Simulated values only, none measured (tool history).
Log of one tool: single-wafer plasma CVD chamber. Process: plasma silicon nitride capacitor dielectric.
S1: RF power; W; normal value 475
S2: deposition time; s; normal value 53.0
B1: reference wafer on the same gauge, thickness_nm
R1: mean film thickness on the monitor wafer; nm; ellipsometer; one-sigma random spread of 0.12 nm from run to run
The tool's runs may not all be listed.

Run 1, hour 0.0: usual settings; B1 64.156. Result: R1 77.720 nm.
Run 2, hour 15.0: usual settings but S1 505 W; B1 64.145. Result: R1 78.782 nm.
Run 3, hour 31.4: usual settings but S1 505 W; B1 64.123. Result: R1 78.746 nm.
Run 4, hour 45.8: usual settings but S1 505 W; B1 64.135. Result: R1 78.952 nm.
Run 5, hour 52.2: usual settings but S1 550 W; B1 64.145. Result: R1 80.186 nm.
Run 6, hour 70.0: usual settings; B1 64.120. Result: R1 77.672 nm.
Run 7, hour 81.0: usual settings; B1 64.120. Result: R1 77.470 nm.
Run 8, hour 94.0: usual settings; B1 64.105. Result: R1 77.704 nm.
Run 9, hour 109.3: usual settings; B1 64.113. Result: R1 77.501 nm.
Run 10, hour 119.2: usual settings but S1 430 W; B1 64.096. Result: R1 75.974 nm.
Run 11, hour 131.2: usual settings but S1 430 W; B1 64.104. Result: R1 75.862 nm.
Run 12, hour 141.7: usual settings; B1 64.093. Result: R1 77.720 nm.
Run 13, hour 158.2: usual settings; B1 64.135. Result: R1 77.694 nm.
Run 14, hour 169.5: usual settings but S1 510 W; B1 64.097. Result: R1 79.008 nm.
Run 15, hour 180.4: usual settings but S1 435 W, S2 61.5 s; B1 64.068. Result: R1 88.230 nm.
Run 16, hour 191.0: usual settings but S1 430 W, S2 44.9 s; B1 64.128. Result: R1 64.468 nm.
Run 17, hour 206.3: usual settings but S1 565 W, S2 44.7 s; B1 64.095. Result: R1 68.297 nm.
At hour 213.8: gauge calibrated.
Run 18, hour 220.3: usual settings; B1 64.546. Result: R1 78.300 nm.
Run 19, hour 237.4: usual settings; B1 64.499. Result: R1 78.029 nm.
At hour 251.2: RF generator calibrated.
Run 20, hour 251.7: usual settings but S1 435 W, S2 61.3 s; B1 64.447. Result: R1 88.493 nm.
At hour 272.1: showerhead replaced.
Run 21, hour 275.3: usual settings but S1 560 W; B1 64.388. Result: R1 81.034 nm.
Run 22, hour 292.1: usual settings but S2 46.3 s; B1 64.329. Result: R1 68.238 nm.
Run 23, hour 308.0: usual settings but S1 510 W, S2 48.3 s; B1 64.347. Result: R1 72.146 nm.
Run 24, hour 335.0: usual settings but S2 50.0 s; B1 64.256. Result: R1 73.629 nm.
Run 25, hour 349.6: usual settings but S1 550 W, S2 44.5 s; B1 64.251. Result: R1 67.668 nm.
Run 26, hour 356.5: usual settings but S1 500 W, S2 47.5 s; B1 64.246. Result: R1 70.516 nm.
Run 27, hour 366.1: usual settings but S1 520 W, S2 58.0 s; B1 64.260. Result: R1 86.688 nm.
Run 28, hour 375.8: usual settings but S1 415 W, S2 49.9 s; B1 64.207. Result: R1 71.183 nm.

Alternative continuations, all from the tool just after run 28; predict every row:
Run A, hour 376.2: usual settings; B1 ?. Result: R1 ?.
Run B, hour 376.2: usual settings but S1 390 W, S2 57.4 s; B1 ?. Result: R1 ?.
Run C, hour 376.2: usual settings but S1 515 W, S2 49.2 s; B1 ?. Result: R1 ?.
Run D, hour 376.2: usual settings but S2 62.2 s; B1 ?. Result: R1 ?.

run      B1      R1
  A  64.218  77.919
  B  64.218  80.835
  C  64.218  73.667
  D  64.218  91.444
With no hidden state in the tool, these same runs would have given:
run      R1
  A  78.373
  B  81.305
  C  74.096
  D  91.977
